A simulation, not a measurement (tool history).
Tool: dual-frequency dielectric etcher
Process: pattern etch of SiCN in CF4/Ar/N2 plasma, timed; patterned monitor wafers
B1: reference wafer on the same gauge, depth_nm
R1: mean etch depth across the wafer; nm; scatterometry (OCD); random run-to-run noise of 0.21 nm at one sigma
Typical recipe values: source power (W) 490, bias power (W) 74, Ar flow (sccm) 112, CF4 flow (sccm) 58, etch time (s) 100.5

{"run": 1, "hour": 0.0, "source power (W)": 490, "bias power (W)": 74, "Ar flow (sccm)": 99, "CF4 flow (sccm)": 58, "etch time (s)": 100.5, "B1": 74.4, "R1": 90.9}
{"run": 2, "hour": 101.7, "source power (W)": 490, "bias power (W)": 74, "Ar flow (sccm)": 112, "CF4 flow (sccm)": 58, "etch time (s)": 100.5, "B1": 74.5, "R1": 90.3}
{"run": 3, "hour": 149.5, "source power (W)": 490, "bias power (W)": 74, "Ar flow (sccm)": 112, "CF4 flow (sccm)": 58, "etch time (s)": 100.5, "B1": 74.3, "R1": 90.6}
{"run": 4, "hour": 200.1, "source power (W)": 490, "bias power (W)": 74, "Ar flow (sccm)": 112, "CF4 flow (sccm)": 69, "etch time (s)": 100.5, "B1": 74.4, "R1": 94.3}
{"run": 5, "hour": 268.8, "source power (W)": 490, "bias power (W)": 74, "Ar flow (sccm)": 112, "CF4 flow (sccm)": 53, "etch time (s)": 88, "B1": 74.4, "R1": 77.6}
{"run": 6, "hour": 315.8, "source power (W)": 490, "bias power (W)": 74, "Ar flow (sccm)": 112, "CF4 flow (sccm)": 58, "etch time (s)": 81.5, "B1": 74.4, "R1": 73.7}
{"hour": 393.6, "done": "source power generator calibrated"}
{"run": 7, "hour": 394.1, "source power (W)": 490, "bias power (W)": 74, "Ar flow (sccm)": 112, "CF4 flow (sccm)": 58, "etch time (s)": 81.5, "B1": 74.4, "R1": 73.6}
{"run": 8, "hour": 493.9, "source power (W)": 410, "bias power (W)": 74, "Ar flow (sccm)": 112, "CF4 flow (sccm)": 50, "etch time (s)": 100.5, "B1": 74.4, "R1": 73.9}
{"run": 9, "hour": 540.4, "source power (W)": 550, "bias power (W)": 66, "Ar flow (sccm)": 112, "CF4 flow (sccm)": 58, "etch time (s)": 100.5, "B1": 74.5, "R1": 95.8}
{"hour": 591.1, "done": "wet clean of the chamber"}
{"hour": 604.2, "done": "Ar flow controller replaced"}
{"hour": 608.7, "done": "upper electrode replaced"}
{"hour": 747.9, "done": "CF4 flow controller replaced"}
{"hour": 817.0, "done": "bias power generator calibrated"}
{"hour": 817.4, "done": "gauge calibrated"}
{"run": 10, "hour": 820.2, "source power (W)": 490, "bias power (W)": 74, "Ar flow (sccm)": 112, "CF4 flow (sccm)": 58, "etch time (s)": 87, "B1": 74.4, "R1": 78.4}
{"run": 11, "hour": 893.9, "source power (W)": 490, "bias power (W)": 74, "Ar flow (sccm)": 112, "CF4 flow (sccm)": 58, "etch time (s)": 100.5, "B1": 74.4, "R1": 90.7}
{"run": 12, "hour": 989.4, "source power (W)": 540, "bias power (W)": 74, "Ar flow (sccm)": 112, "CF4 flow (sccm)": 44, "etch time (s)": 100.5, "B1": 74.3, "R1": 92.1}
{"run": 13, "hour": 1074.0, "source power (W)": 490, "bias power (W)": 74, "Ar flow (sccm)": 112, "CF4 flow (sccm)": 58, "etch time (s)": 100.5, "B1": 74.4, "R1": 91.2}
{"hour": 1148.3, "done": "wet clean of the chamber"}
{"run": 14, "hour": 1148.8, "source power (W)": 490, "bias power (W)": 74, "Ar flow (sccm)": 112, "CF4 flow (sccm)": 58, "etch time (s)": 100.5, "B1": 74.4, "R1": 90.1}
{"run": 15, "hour": 1193.2, "source power (W)": 490, "bias power (W)": 74, "Ar flow (sccm)": 112, "CF4 flow (sccm)": 71, "etch time (s)": 125, "B1": 74.5, "R1": 117.6}
{"run": 16, "hour": 1270.9, "source power (W)": 490, "bias power (W)": 61, "Ar flow (sccm)": 112, "CF4 flow (sccm)": 58, "etch time (s)": 100.5, "B1": 74.4, "R1": 81.9}

Alternative continuations, all from the tool just after run 16; predict every row:
{"run": "A", "hour": 1271.3, "source power (W)": 490, "bias power (W)": 74, "Ar flow (sccm)": 112, "CF4 flow (sccm)": 58, "etch time (s)": 100.5, "B1": "?", "R1": "?"}
{"run": "B", "hour": 1271.3, "source power (W)": 420, "bias power (W)": 74, "Ar flow (sccm)": 97, "CF4 flow (sccm)": 58, "etch time (s)": 76.5, "B1": "?", "R1": "?"}
{"run": "C", "hour": 1271.3, "source power (W)": 490, "bias power (W)": 74, "Ar flow (sccm)": 130, "CF4 flow (sccm)": 58, "etch time (s)": 83.5, "B1": "?", "R1": "?"}
{"run": "D", "hour": 1271.3, "source power (W)": 550, "bias power (W)": 64, "Ar flow (sccm)": 112, "CF4 flow (sccm)": 58, "etch time (s)": 100.5, "B1": "?", "R1": "?"}

run=A B1=74.4 R1=90.4
run=B B1=74.4 R1=60.5
run=C B1=74.4 R1=74
run=D B1=74.4 R1=93.5
Without the tool's hidden state the same runs would have given:
run=A R1=90
run=B R1=60.2
run=C R1=73.6
run=D R1=93
